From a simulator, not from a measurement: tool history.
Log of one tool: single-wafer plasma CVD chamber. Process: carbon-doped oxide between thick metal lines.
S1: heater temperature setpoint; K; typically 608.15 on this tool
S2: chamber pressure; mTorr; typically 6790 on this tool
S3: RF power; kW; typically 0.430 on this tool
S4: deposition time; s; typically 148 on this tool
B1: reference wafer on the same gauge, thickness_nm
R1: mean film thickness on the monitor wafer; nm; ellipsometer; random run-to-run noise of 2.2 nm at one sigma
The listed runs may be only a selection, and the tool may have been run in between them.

run,hour,S1,S2,S3,S4,B1,R1
1,0.0,608.15,6790,0.430,148,602.932,670.865
2,24.6,608.15,6790,0.430,148,603.359,673.445
3,51.8,613.15,6790,0.430,148,603.126,660.462
4,67.9,608.15,6790,0.430,148,601.973,672.077
# hour 85.6: thermocouple changed; heater temperature recalibrated
5,97.2,608.15,6790,0.430,148,603.398,671.939
6,117.8,608.15,6790,0.430,148,602.649,671.459
# hour 132.8: RF generator calibrated
7,141.6,608.15,6790,0.430,159,602.985,741.061
8,154.8,608.15,6790,0.430,159,603.304,740.332
9,177.9,608.15,7390,0.345,148,602.511,617.516
10,207.0,619.15,6790,0.430,148,603.320,667.569
11,223.0,601.15,6790,0.355,164,602.644,709.671
12,256.6,617.15,6790,0.495,125,602.840,610.253
# hour 265.4: capacitance manometer re-zeroed and calibrated
13,289.0,602.15,6790,0.430,148,602.837,701.816
14,310.5,614.15,8470,0.390,166,603.349,722.484
15,324.9,608.15,6790,0.430,148,603.264,684.092
16,353.6,608.15,6790,0.430,129,603.419,599.826
17,386.8,615.15,6790,0.430,148,603.612,666.885
# hour 396.5: gauge calibrated
18,400.0,593.15,6790,0.430,148,602.341,728.812
19,431.3,613.15,5760,0.390,169,603.503,721.906
20,445.8,608.15,6790,0.430,148,603.584,681.473
21,468.0,613.15,6790,0.360,138,601.973,569.766
22,482.9,608.15,8310,0.430,132,602.775,614.271
23,518.7,613.15,8140,0.380,118,602.871,507.077
24,540.5,608.15,6790,0.430,148,603.070,680.592
25,563.0,608.15,6790,0.430,148,603.276,681.495
26,588.0,596.15,6190,0.430,134,602.665,642.905
27,615.7,608.15,6790,0.430,148,603.221,681.693
28,649.3,619.15,6790,0.430,148,603.337,653.939

Predict each of these 4 candidate next runs independently; none follows another, all start after run 28:
A,649.7,608.15,5820,0.430,148,?,?
B,649.7,608.15,6790,0.360,173,?,?
C,649.7,608.15,6790,0.385,148,?,?
D,649.7,595.15,6790,0.430,159,?,?

run,B1,R1
A,603.162,675.279
B,603.162,726.490
C,603.162,644.059
D,603.162,768.256
What these runs would have given with no unlogged condition in the tool:
run,R1
A,689.030
B,741.938
C,657.174
D,783.900
